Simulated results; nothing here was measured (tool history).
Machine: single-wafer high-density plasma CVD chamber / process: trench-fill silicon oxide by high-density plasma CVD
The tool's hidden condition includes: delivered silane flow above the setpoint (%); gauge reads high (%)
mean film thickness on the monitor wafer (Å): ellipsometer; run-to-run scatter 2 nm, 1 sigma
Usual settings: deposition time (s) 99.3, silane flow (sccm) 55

run    hour  deposition time (s)  silane flow (sccm)  wafers since the last listed run  hours since the silane flow controller was replaced  hours since the gauge calibration  read-back reference wafer on the same gauge, thickness_nm  mean film thickness on the monitor wafer (Å)
  1     0.0                 99.3                  55                                 0                                               4006.7                              129.9                                                    572.263                                       5159.09
  2    75.8                 99.3                  55                              1398                                               4082.5                              205.7                                                    571.953                                       5117.45
  3   171.1                 99.3                  55                              1757                                               4177.8                              301.0                                                    572.352                                       5074.17
  4   277.5                 99.3                  51                              1962                                               4284.2                              407.4                                                    571.529                                       4821.33
  5   345.2                 99.3                  51                              1248                                               4351.9                              475.1                                                    571.912                                       4845.70
  6   410.6                 99.3                  51                              1206                                               4417.3                              540.5                                                    572.881                                       4810.64
  7   464.7                 99.3                  62                               997                                               4471.4                              594.6                                                    570.956                                       5520.20
  8   528.0                 99.3                  62                              1167                                               4534.7                              657.9                                                    572.455                                       5552.35
  9   572.4                 99.3                  62                               818                                               4579.1                              702.3                                                    572.115                                       5508.77
      602.0  -- silane flow controller replaced
 10   653.9                 99.3                  55                              1355                                                 51.9                              783.8                                                    572.314                                       5279.06
 11   758.4                 99.3                  55                              1927                                                156.4                              888.3                                                    572.101                                       5278.37
 12   817.0                 99.3                  55                              1080                                                215.0                              946.9                                                    573.055                                       5298.40
 13   897.2                 99.3                  55                              1479                                                295.2                             1027.1                                                    571.373                                       5292.89
     1084.7  -- gauge calibrated
 14  1104.2                 99.3                  55                              3818                                                502.2                               19.5                                                    572.919                                       5278.65
 15  1205.0                 99.3                  55                              1859                                                603.0                              120.3                                                    571.392                                       5294.50
 16  1253.8                 99.3                  59                               900                                                651.8                              169.1                                                    571.711                                       5567.43
 17  1291.3                106.3                  63                               691                                                689.3                              206.6                                                    572.003                                       6219.49
 18  1338.4                 99.3                  55                               868                                                736.4                              253.7                                                    570.714                                       5302.55
 19  1435.2                 99.3                  62                              1785                                                833.2                              350.5                                                    572.326                                       5782.59
 20  1514.2                 99.3                  49                              1457                                                912.2                              429.5                                                    571.954                                       4846.06
 21  1606.1                 85.2                  59                              1695                                               1004.1                              521.4                                                    570.915                                       4794.36
 22  1698.3                116.6                  55                              1700                                               1096.3                              613.6                                                    571.645                                       6218.77
 23  1764.8                118.0                  44                              1226                                               1162.8                              680.1                                                    572.788                                       5323.87
 24  1823.1                 93.6                  45                              1075                                               1221.1                              738.4                                                    572.110                                       4311.41
 25  1881.7                 85.4                  65                              1080                                               1279.7                              797.0                                                    572.927                                       5136.32

Run-by-run hidden state of the tool:
gauge reads high (%): 0 across all the runs
H1: delivered silane flow above the setpoint (%)
run      H1
  1    -4.9
  2   -5.08
  3   -5.32
  4   -5.59
  5   -5.76
  6   -5.93
  7   -6.08
  8   -6.25
  9   -6.37
 10  -0.553
 11  -0.559
 12  -0.566
 13  -0.578
 14  -0.627
 15  -0.661
 16  -0.679
 17  -0.694
 18  -0.714
 19   -0.76
 20  -0.801
 21  -0.853
 22  -0.911
 23  -0.956
 24  -0.998
 25   -1.04
